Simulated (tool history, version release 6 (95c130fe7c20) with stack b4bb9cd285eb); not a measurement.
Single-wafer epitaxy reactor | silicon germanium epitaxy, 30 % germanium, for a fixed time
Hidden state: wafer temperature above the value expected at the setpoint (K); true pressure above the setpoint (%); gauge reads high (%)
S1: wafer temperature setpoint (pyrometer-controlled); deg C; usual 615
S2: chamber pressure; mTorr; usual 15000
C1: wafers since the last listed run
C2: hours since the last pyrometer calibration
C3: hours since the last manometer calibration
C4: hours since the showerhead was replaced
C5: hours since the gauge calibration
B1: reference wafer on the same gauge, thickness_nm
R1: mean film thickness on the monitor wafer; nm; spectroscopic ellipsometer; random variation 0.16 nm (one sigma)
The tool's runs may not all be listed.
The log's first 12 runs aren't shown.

Run 13, hour 142.1: usual settings but S1 608 deg C; C1 206; C2 2954.9; C3 1828.3; C4 2458.3; C5 65.9; B1 74.961. Result: R1 67.952 nm.
At hour 156.9: showerhead replaced.
Run 14, hour 157.3: usual settings but S1 608 deg C; C1 150; C2 2970.1; C3 1843.5; C4 0.4; C5 81.1; B1 74.969. Result: R1 67.985 nm.
Run 15, hour 164.0: usual settings but S2 13800 mTorr; C1 140; C2 2976.8; C3 1850.2; C4 7.1; C5 87.8; B1 74.833. Result: R1 73.255 nm.
At hour 186.6: pyrometer calibrated.
Run 16, hour 202.4: usual settings but S1 624 deg C; C1 635; C2 15.8; C3 1888.6; C4 45.5; C5 126.2; B1 74.864. Result: R1 79.286 nm.
Run 17, hour 209.4: usual settings but S1 603 deg C, S2 17600 mTorr; C1 146; C2 22.8; C3 1895.6; C4 52.5; C5 133.2; B1 74.862. Result: R1 60.567 nm.
At hour 221.2: capacitance manometer re-zeroed and calibrated.
Run 18, hour 221.7: usual settings but S1 602 deg C, S2 13500 mTorr; C1 89; C2 35.1; C3 0.5; C4 64.8; C5 145.5; B1 74.872. Result: R1 53.938 nm.
Run 19, hour 230.7: usual settings; C1 188; C2 44.1; C3 9.5; C4 73.8; C5 154.5; B1 74.787. Result: R1 69.145 nm.
Run 20, hour 244.0: usual settings but S1 624 deg C, S2 18000 mTorr; C1 278; C2 57.4; C3 22.8; C4 87.1; C5 167.8; B1 74.855. Result: R1 85.194 nm.
Run 21, hour 252.1: usual settings; C1 169; C2 65.5; C3 30.9; C4 95.2; C5 175.9; B1 74.861. Result: R1 69.116 nm.
Run 22, hour 263.4: usual settings but S1 603 deg C; C1 236; C2 76.8; C3 42.2; C4 106.5; C5 187.2; B1 74.906. Result: R1 57.350 nm.
At hour 277.7: gauge calibrated.
Run 23, hour 280.3: usual settings but S2 11900 mTorr; C1 353; C2 93.7; C3 59.1; C4 123.4; C5 2.6; B1 74.870. Result: R1 63.763 nm.
Run 24, hour 295.0: usual settings but S2 16300 mTorr; C1 307; C2 108.4; C3 73.8; C4 138.1; C5 17.3; B1 74.884. Result: R1 71.544 nm.
Run 25, hour 305.9: usual settings but S1 609 deg C; C1 227; C2 119.3; C3 84.7; C4 149.0; C5 28.2; B1 74.962. Result: R1 63.332 nm.
Run 26, hour 314.9: usual settings; C1 188; C2 128.3; C3 93.7; C4 158.0; C5 37.2; B1 74.881. Result: R1 69.325 nm.
Run 27, hour 323.0: usual settings but S1 609 deg C, S2 12900 mTorr; C1 169; C2 136.4; C3 101.8; C4 166.1; C5 45.3; B1 74.894. Result: R1 59.861 nm.
Run 28, hour 338.6: usual settings; C1 326; C2 152.0; C3 117.4; C4 181.7; C5 60.9; B1 74.958. Result: R1 69.135 nm.
Run 29, hour 346.3: usual settings; C1 160; C2 159.7; C3 125.1; C4 189.4; C5 68.6; B1 74.901. Result: R1 69.379 nm.
Run 30, hour 355.7: usual settings but S1 620 deg C, S2 12400 mTorr; C1 196; C2 169.1; C3 134.5; C4 198.8; C5 78.0; B1 74.921. Result: R1 69.890 nm.
Run 31, hour 365.3: usual settings; C1 200; C2 178.7; C3 144.1; C4 208.4; C5 87.6; B1 75.003. Result: R1 69.317 nm.
Run 32, hour 376.7: usual settings; C1 238; C2 190.1; C3 155.5; C4 219.8; C5 99.0; B1 74.957. Result: R1 69.348 nm.

5 ways to go on from here, each from the tool as it stands after run 32. What would each give?
Run A, hour 377.1: usual settings; C1 8; C2 190.5; C3 155.9; C4 220.2; C5 99.4; B1 ?. Result: R1 ?.
Run B, hour 377.1: usual settings but S1 601 deg C, S2 11800 mTorr; C1 8; C2 190.5; C3 155.9; C4 220.2; C5 99.4; B1 ?. Result: R1 ?.
Run C, hour 377.1: usual settings but S1 621 deg C, S2 13400 mTorr; C1 8; C2 190.5; C3 155.9; C4 220.2; C5 99.4; B1 ?. Result: R1 ?.
Run D, hour 377.1: usual settings but S1 601 deg C, S2 17900 mTorr; C1 8; C2 190.5; C3 155.9; C4 220.2; C5 99.4; B1 ?. Result: R1 ?.
Run E, hour 377.1: usual settings but S1 622 deg C; C1 8; C2 190.5; C3 155.9; C4 220.2; C5 99.4; B1 ?. Result: R1 ?.

run      B1      R1
  A  74.841  69.375
  B  74.841  50.995
  C  74.841  73.032
  D  74.841  59.407
  E  74.841  77.285
Without the tool's hidden state the same runs would have given:
run      R1
  A  69.256
  B  50.906
  C  72.909
  D  59.303
  E  77.155
